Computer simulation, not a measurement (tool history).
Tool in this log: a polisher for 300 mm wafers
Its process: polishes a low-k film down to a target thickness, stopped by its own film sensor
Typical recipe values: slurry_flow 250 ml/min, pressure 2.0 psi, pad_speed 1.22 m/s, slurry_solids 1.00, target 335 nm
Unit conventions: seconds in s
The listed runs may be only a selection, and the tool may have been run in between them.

| run | hour | slurry_flow | pressure | pad_speed | slurry_solids | target | wafers since the last listed run | wafers polished on this pad | hours since the slurry nozzle was cleaned | hours since the head pressure was calibrated | hours since the slurry blender was calibrated | hours since the conditioning disc was replaced | incoming thickness of the incoming film, nm | seconds |
|---|---|---|---|---|---|---|---|---|---|---|---|---|---|---|
| 1 | 0.0 | 250 | 2.0 | 1.22 | 1.00 | 335 | 0 | 3 | 359.4 | 1063.2 | 202.8 | 478.3 | 384.3 | 109.8 |
|  | 11.8 | conditioning disc replaced and pad reconditioned |
| 2 | 32.1 | 250 | 2.0 | 1.22 | 1.00 | 335 | 201 | 204 | 391.5 | 1095.3 | 234.9 | 20.3 | 381.8 | 105.5 |
| 3 | 48.2 | 250 | 2.0 | 1.22 | 1.00 | 335 | 107 | 312 | 407.6 | 1111.4 | 251.0 | 36.4 | 391.5 | 127.8 |
| 4 | 76.6 | 250 | 2.0 | 1.22 | 1.00 | 335 | 190 | 502 | 436.0 | 1139.8 | 279.4 | 64.8 | 391.6 | 124.3 |
| 5 | 104.2 | 250 | 2.0 | 1.22 | 1.00 | 335 | 184 | 687 | 463.6 | 1167.4 | 307.0 | 92.4 | 387.0 | 115.3 |
| 6 | 129.7 | 305 | 2.3 | 1.22 | 1.00 | 335 | 170 | 858 | 489.1 | 1192.9 | 332.5 | 117.9 | 395.8 | 119.6 |
|  | 153.9 | slurry blender recalibrated |
|  | 154.5 | head pressure recalibrated |
|  | 158.4 | worn pad replaced by a new one |
| 7 | 164.5 | 305 | 2.3 | 1.22 | 1.00 | 335 | 189 | 40 | 523.9 | 10.0 | 10.6 | 152.7 | 391.3 | 123.2 |
| 8 | 197.9 | 305 | 2.3 | 1.22 | 1.00 | 335 | 223 | 264 | 557.3 | 43.4 | 44.0 | 186.1 | 384.5 | 105.7 |
| 9 | 215.6 | 250 | 2.0 | 1.22 | 1.00 | 335 | 118 | 382 | 575.0 | 61.1 | 61.7 | 203.8 | 393.7 | 144.4 |
| 10 | 246.9 | 250 | 2.0 | 1.22 | 1.00 | 335 | 209 | 592 | 606.3 | 92.4 | 93.0 | 235.1 | 384.7 | 120.2 |
| 11 | 279.7 | 250 | 2.0 | 1.22 | 1.00 | 335 | 219 | 812 | 639.1 | 125.2 | 125.8 | 267.9 | 384.0 | 119.7 |
| 12 | 314.9 | 250 | 2.0 | 1.22 | 1.00 | 335 | 235 | 1048 | 674.3 | 160.4 | 161.0 | 303.1 | 394.1 | 142.0 |
|  | 331.2 | worn pad replaced by a new one |
| 13 | 366.2 | 250 | 2.6 | 1.48 | 1.00 | 341 | 316 | 234 | 725.6 | 211.7 | 212.3 | 354.4 | 389.5 | 83.7 |
| 14 | 385.0 | 250 | 2.0 | 1.22 | 1.30 | 335 | 125 | 360 | 744.4 | 230.5 | 231.1 | 373.2 | 393.7 | 132.8 |
| 15 | 409.0 | 280 | 1.5 | 0.94 | 1.00 | 354 | 160 | 521 | 768.4 | 254.5 | 255.1 | 397.2 | 389.4 | 120.8 |
|  | 412.5 | slurry nozzle cleaned |
| 16 | 443.9 | 325 | 2.0 | 1.22 | 1.00 | 343 | 227 | 748 | 31.4 | 289.4 | 290.0 | 432.1 | 387.4 | 101.4 |
| 17 | 477.4 | 250 | 2.0 | 1.22 | 1.00 | 335 | 224 | 972 | 64.9 | 322.9 | 323.5 | 465.6 | 391.3 | 134.1 |
|  | 502.9 | worn pad replaced by a new one |
| 18 | 503.4 | 215 | 2.0 | 0.86 | 0.75 | 335 | 147 | 3 | 90.9 | 348.9 | 349.5 | 491.6 | 389.8 | 168.9 |
|  | 519.2 | slurry blender recalibrated |
| 19 | 525.1 | 250 | 2.0 | 1.22 | 1.00 | 346 | 131 | 135 | 112.6 | 370.6 | 5.9 | 513.3 | 388.1 | 98.2 |
|  | 536.0 | conditioning disc replaced and pad reconditioned |
| 20 | 559.0 | 325 | 2.0 | 1.38 | 1.00 | 347 | 213 | 349 | 146.5 | 404.5 | 39.8 | 23.0 | 382.3 | 74.9 |
| 21 | 587.4 | 195 | 2.5 | 1.08 | 1.10 | 335 | 190 | 539 | 174.9 | 432.9 | 68.2 | 51.4 | 392.0 | 119.3 |
| 22 | 603.5 | 250 | 1.8 | 1.62 | 0.85 | 329 | 107 | 647 | 191.0 | 449.0 | 84.3 | 67.5 | 388.9 | 137.3 |
| 23 | 634.0 | 250 | 1.7 | 1.22 | 1.00 | 335 | 204 | 851 | 221.5 | 479.5 | 114.8 | 98.0 | 395.8 | 162.1 |
| 24 | 654.5 | 165 | 2.0 | 1.08 | 1.15 | 342 | 137 | 988 | 242.0 | 500.0 | 135.3 | 118.5 | 389.8 | 123.0 |
|  | 663.3 | worn pad replaced by a new one |
| 25 | 676.1 | 335 | 1.4 | 1.04 | 1.00 | 319 | 117 | 85 | 263.6 | 521.6 | 156.9 | 140.1 | 385.1 | 216.2 |
| 26 | 704.7 | 250 | 2.0 | 1.22 | 1.00 | 335 | 191 | 277 | 292.2 | 550.2 | 185.5 | 168.7 | 389.9 | 128.7 |

What the log doesn't show, run by run:
removal rate lost through wear of the pad, %: 0 in every run
slurry flow missing at the pad, %: 0 in every run
abrasive missing from the slurry, %: 0 in every run
time polished since the conditioner stopped cutting, s: 0 in every run
H1: deviation of the head's pressure from its setpoint, %
| run | H1 |
|---|---|
| 1 | 12.9 |
| 2 | 12.9 |
| 3 | 13 |
| 4 | 13 |
| 5 | 13.1 |
| 6 | 13.1 |
| 7 | -0.943 |
| 8 | 0.124 |
| 9 | 0.651 |
| 10 | 1.52 |
| 11 | 2.36 |
| 12 | 3.18 |
| 13 | 4.25 |
| 14 | 4.6 |
| 15 | 5.03 |
| 16 | 5.6 |
| 17 | 6.1 |
| 18 | 6.46 |
| 19 | 6.74 |
| 20 | 7.14 |
| 21 | 7.46 |
| 22 | 7.62 |
| 23 | 7.92 |
| 24 | 8.1 |
| 25 | 8.29 |
| 26 | 8.52 |
